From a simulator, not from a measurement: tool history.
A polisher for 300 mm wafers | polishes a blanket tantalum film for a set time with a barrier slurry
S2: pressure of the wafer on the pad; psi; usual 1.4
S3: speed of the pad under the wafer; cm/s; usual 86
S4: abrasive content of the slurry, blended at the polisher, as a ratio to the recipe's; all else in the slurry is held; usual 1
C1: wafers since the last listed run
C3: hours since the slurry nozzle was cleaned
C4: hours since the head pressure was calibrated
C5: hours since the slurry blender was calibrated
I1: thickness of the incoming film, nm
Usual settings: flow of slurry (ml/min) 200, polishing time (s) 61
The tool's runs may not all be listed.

run 1 hour=0 | flow_of_slurry_(ml/min)=200 S2=1.1 S3=78 S4=1 polishing_time_(s)=61 | C1=0 wafers_polished_on_this_pad=72 C3=273.6 C4=1254.2 C5=434.7 | I1=319.3 | film_removed_(angstrom)=428
run 2 hour=17 | flow_of_slurry_(ml/min)=200 S2=1.1 S3=78 S4=1 polishing_time_(s)=61 | C1=106 wafers_polished_on_this_pad=179 C3=290.6 C4=1271.2 C5=451.7 | I1=316.4 | film_removed_(angstrom)=421
run 3 hour=30.4 | flow_of_slurry_(ml/min)=180 S2=1.4 S3=86 S4=1 polishing_time_(s)=61 | C1=84 wafers_polished_on_this_pad=263 C3=304 C4=1284.6 C5=465.1 | I1=320.4 | film_removed_(angstrom)=560
run 4 hour=83.2 | flow_of_slurry_(ml/min)=180 S2=1.4 S3=86 S4=1 polishing_time_(s)=61 | C1=331 wafers_polished_on_this_pad=595 C3=356.8 C4=1337.4 C5=517.9 | I1=316 | film_removed_(angstrom)=543
run 5 hour=89.2 | flow_of_slurry_(ml/min)=180 S2=1.4 S3=86 S4=1 polishing_time_(s)=61 | C1=37 wafers_polished_on_this_pad=633 C3=362.8 C4=1343.4 C5=523.9 | I1=320.7 | film_removed_(angstrom)=538
run 6 hour=99.4 | flow_of_slurry_(ml/min)=200 S2=1.4 S3=86 S4=1 polishing_time_(s)=61 | C1=64 wafers_polished_on_this_pad=697 C3=373 C4=1353.6 C5=534.1 | I1=318.2 | film_removed_(angstrom)=552
-- hour=112.6 worn pad replaced by a new one
run 7 hour=113.1 | flow_of_slurry_(ml/min)=200 S2=1.4 S3=86 S4=1 polishing_time_(s)=61 | C1=60 wafers_polished_on_this_pad=3 C3=386.7 C4=1367.3 C5=547.8 | I1=324.2 | film_removed_(angstrom)=549
-- hour=118 slurry blender recalibrated
run 8 hour=121.6 | flow_of_slurry_(ml/min)=220 S2=1.4 S3=86 S4=1 polishing_time_(s)=61 | C1=40 wafers_polished_on_this_pad=44 C3=395.2 C4=1375.8 C5=3.6 | I1=318.8 | film_removed_(angstrom)=655
run 9 hour=133.9 | flow_of_slurry_(ml/min)=220 S2=1.4 S3=86 S4=1 polishing_time_(s)=61 | C1=77 wafers_polished_on_this_pad=121 C3=407.5 C4=1388.1 C5=15.9 | I1=317.7 | film_removed_(angstrom)=650
run 10 hour=150 | flow_of_slurry_(ml/min)=200 S2=1.4 S3=86 S4=1 polishing_time_(s)=61 | C1=101 wafers_polished_on_this_pad=222 C3=423.6 C4=1404.2 C5=32 | I1=316.7 | film_removed_(angstrom)=638
run 11 hour=158.6 | flow_of_slurry_(ml/min)=200 S2=1.4 S3=86 S4=1 polishing_time_(s)=61 | C1=54 wafers_polished_on_this_pad=276 C3=432.2 C4=1412.8 C5=40.6 | I1=316.6 | film_removed_(angstrom)=628
run 12 hour=170.2 | flow_of_slurry_(ml/min)=200 S2=1.4 S3=86 S4=1 polishing_time_(s)=81 | C1=72 wafers_polished_on_this_pad=349 C3=443.8 C4=1424.4 C5=52.2 | I1=316.3 | film_removed_(angstrom)=846
-- hour=171.5 slurry nozzle cleaned
run 13 hour=177.5 | flow_of_slurry_(ml/min)=240 S2=1 S3=74 S4=1 polishing_time_(s)=74 | C1=39 wafers_polished_on_this_pad=389 C3=6 C4=1431.7 C5=59.5 | I1=318.1 | film_removed_(angstrom)=569
run 14 hour=187.6 | flow_of_slurry_(ml/min)=135 S2=1.7 S3=86 S4=1 polishing_time_(s)=77 | C1=63 wafers_polished_on_this_pad=452 C3=16.1 C4=1441.8 C5=69.6 | I1=318.6 | film_removed_(angstrom)=1013
-- hour=190.4 head pressure recalibrated
run 15 hour=200.7 | flow_of_slurry_(ml/min)=200 S2=1.4 S3=86 S4=1 polishing_time_(s)=61 | C1=69 wafers_polished_on_this_pad=522 C3=29.2 C4=10.3 C5=82.7 | I1=320.8 | film_removed_(angstrom)=711
run 16 hour=215.2 | flow_of_slurry_(ml/min)=135 S2=1.8 S3=86 S4=0.85 polishing_time_(s)=61 | C1=91 wafers_polished_on_this_pad=613 C3=43.7 C4=24.8 C5=97.2 | I1=319.4 | film_removed_(angstrom)=788
-- hour=230.1 worn pad replaced by a new one
run 17 hour=230.6 | flow_of_slurry_(ml/min)=220 S2=1.4 S3=86 S4=1 polishing_time_(s)=61 | C1=71 wafers_polished_on_this_pad=3 C3=59.1 C4=40.2 C5=112.6 | I1=323.3 | film_removed_(angstrom)=703
run 18 hour=237.2 | flow_of_slurry_(ml/min)=200 S2=1.4 S3=86 S4=1 polishing_time_(s)=61 | C1=41 wafers_polished_on_this_pad=44 C3=65.7 C4=46.8 C5=119.2 | I1=316.5 | film_removed_(angstrom)=697
run 19 hour=250.4 | flow_of_slurry_(ml/min)=200 S2=1.7 S3=86 S4=1 polishing_time_(s)=81 | C1=82 wafers_polished_on_this_pad=127 C3=78.9 C4=60 C5=132.4 | I1=321.2 | film_removed_(angstrom)=1115
run 20 hour=263 | flow_of_slurry_(ml/min)=135 S2=1.4 S3=86 S4=0.9 polishing_time_(s)=61 | C1=79 wafers_polished_on_this_pad=206 C3=91.5 C4=72.6 C5=145 | I1=317.6 | film_removed_(angstrom)=607
run 21 hour=309.3 | flow_of_slurry_(ml/min)=140 S2=1.1 S3=86 S4=1 polishing_time_(s)=78 | C1=290 wafers_polished_on_this_pad=497 C3=137.8 C4=118.9 C5=191.3 | I1=320.4 | film_removed_(angstrom)=607
run 22 hour=327 | flow_of_slurry_(ml/min)=150 S2=1.7 S3=86 S4=0.7 polishing_time_(s)=74 | C1=111 wafers_polished_on_this_pad=609 C3=155.5 C4=136.6 C5=209 | I1=318.9 | film_removed_(angstrom)=818
run 23 hour=338.7 | flow_of_slurry_(ml/min)=200 S2=1.4 S3=86 S4=1 polishing_time_(s)=76 | C1=73 wafers_polished_on_this_pad=682 C3=167.2 C4=148.3 C5=220.7 | I1=318 | film_removed_(angstrom)=820

Forecast each of these 3 alternatives for the next run:
run A hour=339.1 | flow_of_slurry_(ml/min)=200 S2=1.4 S3=86 S4=1 polishing_time_(s)=61 | C1=2 wafers_polished_on_this_pad=685 C3=167.6 C4=148.7 C5=221.1 | I1=320 | film_removed_(angstrom)=?
run B hour=339.1 | flow_of_slurry_(ml/min)=255 S2=1.4 S3=86 S4=1 polishing_time_(s)=41 | C1=2 wafers_polished_on_this_pad=685 C3=167.6 C4=148.7 C5=221.1 | I1=320 | film_removed_(angstrom)=?
run C hour=339.1 | flow_of_slurry_(ml/min)=250 S2=1.4 S3=100 S4=1.2 polishing_time_(s)=61 | C1=2 wafers_polished_on_this_pad=685 C3=167.6 C4=148.7 C5=221.1 | I1=320 | film_removed_(angstrom)=?

run=A film_removed_(angstrom)=652
run=B film_removed_(angstrom)=457
run=C film_removed_(angstrom)=801
Without the tool's hidden state the same runs would have given:
run=A film_removed_(angstrom)=725
run=B film_removed_(angstrom)=502
run=C film_removed_(angstrom)=876
